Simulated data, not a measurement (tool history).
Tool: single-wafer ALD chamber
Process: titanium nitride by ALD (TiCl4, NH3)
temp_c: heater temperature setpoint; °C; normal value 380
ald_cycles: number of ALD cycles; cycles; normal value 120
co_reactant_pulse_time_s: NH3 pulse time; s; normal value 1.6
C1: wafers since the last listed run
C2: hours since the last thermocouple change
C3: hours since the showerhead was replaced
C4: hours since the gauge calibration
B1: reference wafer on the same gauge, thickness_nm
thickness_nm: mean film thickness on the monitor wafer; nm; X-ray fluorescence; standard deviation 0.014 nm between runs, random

{"run": 1, "hour": 0.0, "temp_c": 380, "ald_cycles": 133, "co_reactant_pulse_time_s": 1.6, "C1": 0, "C2": 2047.4, "C3": 3084.8, "C4": 127.2, "B1": 2.81, "thickness_nm": 2.689}
{"run": 2, "hour": 39.5, "temp_c": 380, "ald_cycles": 133, "co_reactant_pulse_time_s": 1.6, "C1": 64, "C2": 2086.9, "C3": 3124.3, "C4": 166.7, "B1": 2.804, "thickness_nm": 2.72}
{"run": 3, "hour": 54.3, "temp_c": 380, "ald_cycles": 133, "co_reactant_pulse_time_s": 1.6, "C1": 23, "C2": 2101.7, "C3": 3139.1, "C4": 181.5, "B1": 2.814, "thickness_nm": 2.706}
{"run": 4, "hour": 62.5, "temp_c": 380, "ald_cycles": 132, "co_reactant_pulse_time_s": 1.6, "C1": 13, "C2": 2109.9, "C3": 3147.3, "C4": 189.7, "B1": 2.81, "thickness_nm": 2.678}
{"run": 5, "hour": 71.3, "temp_c": 380, "ald_cycles": 132, "co_reactant_pulse_time_s": 1.6, "C1": 14, "C2": 2118.7, "C3": 3156.1, "C4": 198.5, "B1": 2.814, "thickness_nm": 2.688}
{"run": 6, "hour": 87.0, "temp_c": 380, "ald_cycles": 132, "co_reactant_pulse_time_s": 1.6, "C1": 25, "C2": 2134.4, "C3": 3171.8, "C4": 214.2, "B1": 2.814, "thickness_nm": 2.678}
{"run": 7, "hour": 96.8, "temp_c": 380, "ald_cycles": 120, "co_reactant_pulse_time_s": 1.6, "C1": 15, "C2": 2144.2, "C3": 3181.6, "C4": 224, "B1": 2.81, "thickness_nm": 2.435}
{"run": 8, "hour": 106.6, "temp_c": 380, "ald_cycles": 120, "co_reactant_pulse_time_s": 1.6, "C1": 15, "C2": 2154, "C3": 3191.4, "C4": 233.8, "B1": 2.813, "thickness_nm": 2.439}
{"run": 9, "hour": 113.8, "temp_c": 380, "ald_cycles": 120, "co_reactant_pulse_time_s": 1.6, "C1": 11, "C2": 2161.2, "C3": 3198.6, "C4": 241, "B1": 2.81, "thickness_nm": 2.445}
{"run": 10, "hour": 129.3, "temp_c": 380, "ald_cycles": 120, "co_reactant_pulse_time_s": 1.6, "C1": 25, "C2": 2176.7, "C3": 3214.1, "C4": 256.5, "B1": 2.805, "thickness_nm": 2.396}
{"run": 11, "hour": 139.7, "temp_c": 380, "ald_cycles": 120, "co_reactant_pulse_time_s": 1.6, "C1": 16, "C2": 2187.1, "C3": 3224.5, "C4": 266.9, "B1": 2.809, "thickness_nm": 2.422}
{"run": 12, "hour": 145.8, "temp_c": 380, "ald_cycles": 120, "co_reactant_pulse_time_s": 1.6, "C1": 9, "C2": 2193.2, "C3": 3230.6, "C4": 273, "B1": 2.807, "thickness_nm": 2.431}
{"hour": 164.5, "done": "showerhead replaced"}
{"run": 13, "hour": 165.0, "temp_c": 380, "ald_cycles": 120, "co_reactant_pulse_time_s": 1.6, "C1": 18, "C2": 2212.4, "C3": 0.5, "C4": 292.2, "B1": 2.805, "thickness_nm": 2.447}
{"run": 14, "hour": 170.8, "temp_c": 380, "ald_cycles": 114, "co_reactant_pulse_time_s": 1.6, "C1": 9, "C2": 2218.2, "C3": 6.3, "C4": 298, "B1": 2.808, "thickness_nm": 2.291}
{"run": 15, "hour": 182.9, "temp_c": 380, "ald_cycles": 120, "co_reactant_pulse_time_s": 1.99, "C1": 19, "C2": 2230.3, "C3": 18.4, "C4": 310.1, "B1": 2.805, "thickness_nm": 2.468}
{"hour": 200.3, "done": "thermocouple changed; heater temperature recalibrated"}
{"run": 16, "hour": 200.8, "temp_c": 380, "ald_cycles": 120, "co_reactant_pulse_time_s": 1.99, "C1": 16, "C2": 0.5, "C3": 36.3, "C4": 328, "B1": 2.811, "thickness_nm": 2.47}
{"run": 17, "hour": 212.2, "temp_c": 380, "ald_cycles": 120, "co_reactant_pulse_time_s": 1.99, "C1": 18, "C2": 11.9, "C3": 47.7, "C4": 339.4, "B1": 2.806, "thickness_nm": 2.442}
{"run": 18, "hour": 219.2, "temp_c": 375, "ald_cycles": 120, "co_reactant_pulse_time_s": 1.6, "C1": 11, "C2": 18.9, "C3": 54.7, "C4": 346.4, "B1": 2.807, "thickness_nm": 2.417}
{"run": 19, "hour": 231.3, "temp_c": 388, "ald_cycles": 120, "co_reactant_pulse_time_s": 1.6, "C1": 19, "C2": 31, "C3": 66.8, "C4": 358.5, "B1": 2.812, "thickness_nm": 2.455}
{"run": 20, "hour": 240.5, "temp_c": 392, "ald_cycles": 120, "co_reactant_pulse_time_s": 1.25, "C1": 14, "C2": 40.2, "C3": 76, "C4": 367.7, "B1": 2.81, "thickness_nm": 2.45}
{"run": 21, "hour": 248.8, "temp_c": 380, "ald_cycles": 143, "co_reactant_pulse_time_s": 1.83, "C1": 13, "C2": 48.5, "C3": 84.3, "C4": 376, "B1": 2.807, "thickness_nm": 2.946}
{"run": 22, "hour": 255.8, "temp_c": 380, "ald_cycles": 120, "co_reactant_pulse_time_s": 1.6, "C1": 11, "C2": 55.5, "C3": 91.3, "C4": 383, "B1": 2.806, "thickness_nm": 2.417}
{"run": 23, "hour": 272.9, "temp_c": 365, "ald_cycles": 114, "co_reactant_pulse_time_s": 1.2, "C1": 27, "C2": 72.6, "C3": 108.4, "C4": 400.1, "B1": 2.809, "thickness_nm": 2.186}
{"run": 24, "hour": 283.4, "temp_c": 380, "ald_cycles": 135, "co_reactant_pulse_time_s": 1.1, "C1": 17, "C2": 83.1, "C3": 118.9, "C4": 410.6, "B1": 2.802, "thickness_nm": 2.658}
{"run": 25, "hour": 290.5, "temp_c": 387, "ald_cycles": 110, "co_reactant_pulse_time_s": 1.6, "C1": 11, "C2": 90.2, "C3": 126, "C4": 417.7, "B1": 2.813, "thickness_nm": 2.269}
{"run": 26, "hour": 299.4, "temp_c": 380, "ald_cycles": 120, "co_reactant_pulse_time_s": 1.6, "C1": 14, "C2": 99.1, "C3": 134.9, "C4": 426.6, "B1": 2.81, "thickness_nm": 2.409}
{"run": 27, "hour": 332.0, "temp_c": 380, "ald_cycles": 132, "co_reactant_pulse_time_s": 1.6, "C1": 52, "C2": 131.7, "C3": 167.5, "C4": 459.2, "B1": 2.813, "thickness_nm": 2.661}
{"hour": 335.7, "done": "gauge calibrated"}
{"run": 28, "hour": 341.3, "temp_c": 380, "ald_cycles": 120, "co_reactant_pulse_time_s": 1.6, "C1": 15, "C2": 141, "C3": 176.8, "C4": 5.6, "B1": 2.812, "thickness_nm": 2.429}
{"run": 29, "hour": 356.3, "temp_c": 380, "ald_cycles": 111, "co_reactant_pulse_time_s": 1.6, "C1": 24, "C2": 156, "C3": 191.8, "C4": 20.6, "B1": 2.809, "thickness_nm": 2.242}
{"run": 30, "hour": 364.2, "temp_c": 380, "ald_cycles": 139, "co_reactant_pulse_time_s": 1.82, "C1": 12, "C2": 163.9, "C3": 199.7, "C4": 28.5, "B1": 2.815, "thickness_nm": 2.852}
{"run": 31, "hour": 407.1, "temp_c": 392, "ald_cycles": 110, "co_reactant_pulse_time_s": 1.26, "C1": 69, "C2": 206.8, "C3": 242.6, "C4": 71.4, "B1": 2.811, "thickness_nm": 2.235}
{"run": 32, "hour": 421.6, "temp_c": 371, "ald_cycles": 120, "co_reactant_pulse_time_s": 1.6, "C1": 23, "C2": 221.3, "C3": 257.1, "C4": 85.9, "B1": 2.813, "thickness_nm": 2.382}
{"run": 33, "hour": 437.0, "temp_c": 380, "ald_cycles": 120, "co_reactant_pulse_time_s": 2.05, "C1": 24, "C2": 236.7, "C3": 272.5, "C4": 101.3, "B1": 2.812, "thickness_nm": 2.457}
{"run": 34, "hour": 443.5, "temp_c": 380, "ald_cycles": 120, "co_reactant_pulse_time_s": 1.6, "C1": 10, "C2": 243.2, "C3": 279, "C4": 107.8, "B1": 2.808, "thickness_nm": 2.428}
{"run": 35, "hour": 449.5, "temp_c": 375, "ald_cycles": 108, "co_reactant_pulse_time_s": 2.19, "C1": 9, "C2": 249.2, "C3": 285, "C4": 113.8, "B1": 2.807, "thickness_nm": 2.218}
{"run": 36, "hour": 463.0, "temp_c": 384, "ald_cycles": 133, "co_reactant_pulse_time_s": 1.99, "C1": 21, "C2": 262.7, "C3": 298.5, "C4": 127.3, "B1": 2.813, "thickness_nm": 2.73}
{"run": 37, "hour": 471.4, "temp_c": 380, "ald_cycles": 120, "co_reactant_pulse_time_s": 1.6, "C1": 13, "C2": 271.1, "C3": 306.9, "C4": 135.7, "B1": 2.812, "thickness_nm": 2.424}
{"run": 38, "hour": 488.9, "temp_c": 380, "ald_cycles": 128, "co_reactant_pulse_time_s": 1.6, "C1": 28, "C2": 288.6, "C3": 324.4, "C4": 153.2, "B1": 2.804, "thickness_nm": 2.623}

How the hidden state differs across the entries between the runs, from the last listed run before each to the first after it:
In the gap between runs 12 and 13: showerhead replaced (hour 164.5)
  both runs share identical hidden conditions
In the gap between runs 15 and 16: thermocouple changed; heater temperature recalibrated (hour 200.3)
  both runs share identical hidden conditions
In the gap between runs 27 and 28: gauge calibrated (hour 335.7)
  both runs share identical hidden conditions
